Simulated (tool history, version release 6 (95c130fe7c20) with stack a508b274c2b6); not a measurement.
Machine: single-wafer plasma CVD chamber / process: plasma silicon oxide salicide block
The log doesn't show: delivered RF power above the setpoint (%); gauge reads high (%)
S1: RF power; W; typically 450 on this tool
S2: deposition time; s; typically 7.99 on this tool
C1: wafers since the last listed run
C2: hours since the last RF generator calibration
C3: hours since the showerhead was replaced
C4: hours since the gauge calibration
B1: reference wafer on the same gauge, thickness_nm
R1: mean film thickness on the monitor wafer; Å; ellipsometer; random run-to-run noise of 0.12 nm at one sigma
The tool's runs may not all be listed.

run    hour   S1    S2    C1      C2      C3     C4      B1      R1
  1       0  450  7.99     0  1630.7  6810.5  518.5  79.572  797.33
  2    97.2  450  8.63  3888  1727.9  6907.7  615.7  79.616  861.59
  3   155.8  450  8.63  2344  1786.5  6966.3  674.3  79.576  861.02
  4   222.8  450  8.63  2680  1853.5  7033.3  741.3  79.604  859.81
  5   292.3  450  7.99  2780    1923  7102.8  810.8  79.579  798.05
  6   376.3  475  7.99  3360    2007  7186.8  894.8  79.597  804.26
      430.6  -- gauge calibrated
  7   436.5  475  7.99  2408  2067.2    7247    5.9  79.586  802.38
  8   526.2  470  7.99  3588  2156.9  7336.7   95.6  79.611  802.35
      545.2  -- RF generator calibrated
  9   604.1  515  6.43  2796    58.9  7414.6  173.5  79.577  664.82
 10   664.7  450  7.99  2424   119.5  7475.2  234.1  79.607  806.04
      712.4  -- showerhead replaced
 11   712.9  400  6.92  1608   167.7     0.5  282.3  79.611  679.25
 12   816.3  475  7.99  4136   271.1   103.9  385.7  79.582  813.41
 13   874.4  375  7.99  2324   329.2     162  443.8  79.622  777.36
 14   941.7  380  8.67  2692   396.5   229.3  511.1  79.606  844.17
 15   998.4  475  7.99  2268   453.2     286  567.8  79.644  812.58
 16  1057.4  390  7.99  2360   512.2     345  626.8   79.59  780.01

4 ways to go on from here, each from the tool as it stands after run 16. What would each give?
  A  1057.8  450  7.99  16  512.6  345.4  627.2   ?   ?
  B  1057.8  405     9  16  512.6  345.4  627.2   ?   ?
  C  1057.8  400  8.44  16  512.6  345.4  627.2   ?   ?
  D  1057.8  400  7.99  16  512.6  345.4  627.2   ?   ?

run      B1      R1
  A  79.584   802.7
  B  79.584  885.83
  C  79.584  828.75
  D  79.584  784.57
Stripped of hidden state, with their random variation kept, the same runs would have yielded:
run      R1
  A  807.41
  B  891.03
  C  833.62
  D  789.17

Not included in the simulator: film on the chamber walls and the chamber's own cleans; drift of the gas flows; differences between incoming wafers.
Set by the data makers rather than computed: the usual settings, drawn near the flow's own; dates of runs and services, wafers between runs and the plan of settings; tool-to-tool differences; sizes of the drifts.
